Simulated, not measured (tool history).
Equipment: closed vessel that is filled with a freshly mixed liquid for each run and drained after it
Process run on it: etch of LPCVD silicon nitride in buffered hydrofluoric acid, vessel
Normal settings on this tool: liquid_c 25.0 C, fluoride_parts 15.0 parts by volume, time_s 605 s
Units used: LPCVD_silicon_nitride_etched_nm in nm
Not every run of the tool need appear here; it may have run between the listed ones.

run   hour  liquid_c  fluoride_parts  time_s  read-back film thickness of the LPCVD silicon nitride reference wafer, read on the same gauge (nm)  LPCVD_silicon_nitride_etched_nm
  1    0.0      25.0            15.0     605                                                                                               40.03                             6.11
  2   14.8      25.0            15.0     605                                                                                               40.03                             6.08
  3   26.6      25.0            15.0     605                                                                                               40.02                             6.13
  4   36.7      25.0            15.0     605                                                                                               39.96                             6.14
  5   47.5      25.0            16.5     605                                                                                               40.02                             5.54
  6   57.3      25.0            15.0     605                                                                                               39.99                             6.08
  7   72.2      25.0            15.0     605                                                                                               39.99                             6.13
  8   89.2      25.0            15.0     605                                                                                               40.03                             6.11
  9  105.9      25.0            15.0     605                                                                                               39.96                             6.08
 10  114.2      25.0            15.0     605                                                                                               40.04                             6.01
 11  121.3      25.0            15.0     605                                                                                               39.98                             6.02
 12  131.5      25.0            15.0     605                                                                                               40.00                             6.04
 13  147.8      25.0            15.0     605                                                                                               40.00                             6.05
 14  162.9      25.0            15.0     605                                                                                               40.07                             6.11
 15  175.8      25.0            15.0     250                                                                                               39.96                             2.50
 16  185.4      25.0            17.5     605                                                                                               40.04                             5.18
 17  198.3      27.0            12.5     455                                                                                               40.03                             6.09
 18  215.0      25.0            15.0     605                                                                                               39.98                             6.00
 19  231.1      22.5            13.0     815                                                                                               39.99                             9.38
 20  242.5      25.0            15.0     605                                                                                               40.04                             7.04
 21  258.6      25.0            15.0     605                                                                                               39.97                             6.98
 22  267.5      21.0            12.0     730                                                                                               40.07                             8.45
 23  280.0      25.0            15.0     605                                                                                               39.98                             6.97
 24  288.9      25.0            10.0     605                                                                                               40.02                            10.41
 25  298.4      25.0            15.0     715                                                                                               40.01                             8.23
 26  315.8      22.0            18.5     910                                                                                               39.97                             7.23
 27  333.5      25.0            19.5     605                                                                                               40.00                             5.38
 28  342.0      25.0            15.0     605                                                                                               40.00                             6.94
 29  392.9      23.5            15.0     920                                                                                               39.97                             9.73
 30  424.3      25.0            15.0     965                                                                                               40.00                            11.05
 31  437.7      25.0            15.0     740                                                                                               39.94                             8.47
 32  478.5      25.0            13.0     910                                                                                               39.99                            11.94

Missing from the log above: 3 entries noted between runs. For each, name the pair of listed runs it sits between and say how the tool's hidden condition differs from the listed run just before to the listed run just after:
In the gap between runs 18 and 19: thermometer replaced (hour 228.7)
  liquid colder than its thermometer reads (K): 2.78 -> 0.058
  what was measured, less what the result would be without the hidden state, LPCVD_silicon_nitride_etched_nm: -0.99 -> -0.03 nm
In the gap between runs 20 and 21: hydrofluoric acid flow meter replaced (hour 255.1)
  liquid colder than its thermometer reads (K): 0.0687 -> 0.0837
  what was measured, less what the result would be without the hidden state, LPCVD_silicon_nitride_etched_nm: -0.03 -> -0.03 nm
In the gap between runs 28 and 29: gauge calibrated (hour 351.2)
  liquid colder than its thermometer reads (K): 0.162 -> 0.209
  what was measured, less what the result would be without the hidden state, LPCVD_silicon_nitride_etched_nm: -0.06 -> -0.11 nm

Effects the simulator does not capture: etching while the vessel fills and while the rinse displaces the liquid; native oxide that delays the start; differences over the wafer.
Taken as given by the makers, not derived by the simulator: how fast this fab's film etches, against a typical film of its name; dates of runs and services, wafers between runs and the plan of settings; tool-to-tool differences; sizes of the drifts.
